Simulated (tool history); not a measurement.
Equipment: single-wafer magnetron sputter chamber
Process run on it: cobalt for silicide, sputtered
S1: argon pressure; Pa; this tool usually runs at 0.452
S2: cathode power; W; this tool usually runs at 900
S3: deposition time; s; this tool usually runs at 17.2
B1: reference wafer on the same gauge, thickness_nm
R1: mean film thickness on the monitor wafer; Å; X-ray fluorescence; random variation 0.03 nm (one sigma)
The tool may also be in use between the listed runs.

run 1 hour=0 | S1=0.452 S2=950 S3=17.2 | B1=7.135 | R1=89.44
run 2 hour=60.1 | S1=0.452 S2=900 S3=14.8 | B1=7.146 | R1=71.82
run 3 hour=89.2 | S1=0.452 S2=900 S3=14.8 | B1=7.135 | R1=70.95
-- hour=112.5 sputter target and shields replaced
run 4 hour=148.4 | S1=0.452 S2=900 S3=17.2 | B1=7.136 | R1=84.73
run 5 hour=207.5 | S1=0.452 S2=900 S3=17.2 | B1=7.134 | R1=84.32
run 6 hour=247 | S1=0.452 S2=900 S3=17.2 | B1=7.138 | R1=84.6
-- hour=264.4 gauge calibrated
-- hour=298.2 capacitance manometer re-zeroed and calibrated
run 7 hour=300.7 | S1=0.452 S2=900 S3=17.2 | B1=7.133 | R1=82.51
-- hour=320.5 sputter target and shields replaced
run 8 hour=358.3 | S1=0.344 S2=900 S3=17.2 | B1=7.136 | R1=87.29
-- hour=374.2 magnet pack replaced
run 9 hour=412.8 | S1=0.452 S2=900 S3=17.2 | B1=7.14 | R1=84.33
run 10 hour=438.8 | S1=0.452 S2=900 S3=15.3 | B1=7.142 | R1=75.29
run 11 hour=483.7 | S1=0.452 S2=900 S3=19.6 | B1=7.143 | R1=95.49
run 12 hour=517.1 | S1=0.303 S2=700 S3=17.2 | B1=7.129 | R1=67.45
-- hour=538.3 sputter target and shields replaced
run 13 hour=583.5 | S1=0.574 S2=900 S3=20.4 | B1=7.139 | R1=97.03
run 14 hour=634 | S1=0.379 S2=800 S3=13.9 | B1=7.137 | R1=62.05

Below are 4 alternative next runs, each starting from the tool's condition after run 14. Predict each:
run A hour=634.4 | S1=0.452 S2=900 S3=17.2 | B1=? | R1=?
run B hour=634.4 | S1=0.452 S2=1100 S3=17.2 | B1=? | R1=?
run C hour=634.4 | S1=0.452 S2=750 S3=18.5 | B1=? | R1=?
run D hour=634.4 | S1=0.39 S2=900 S3=20.1 | B1=? | R1=?

run=A B1=7.139 R1=84.08
run=B B1=7.139 R1=102.77
run=C B1=7.139 R1=75.36
run=D B1=7.139 R1=99.93
Had the tool no hidden state, the same runs would have come out as:
run=A R1=85.02
run=B R1=103.91
run=C R1=76.2
run=D R1=101.04

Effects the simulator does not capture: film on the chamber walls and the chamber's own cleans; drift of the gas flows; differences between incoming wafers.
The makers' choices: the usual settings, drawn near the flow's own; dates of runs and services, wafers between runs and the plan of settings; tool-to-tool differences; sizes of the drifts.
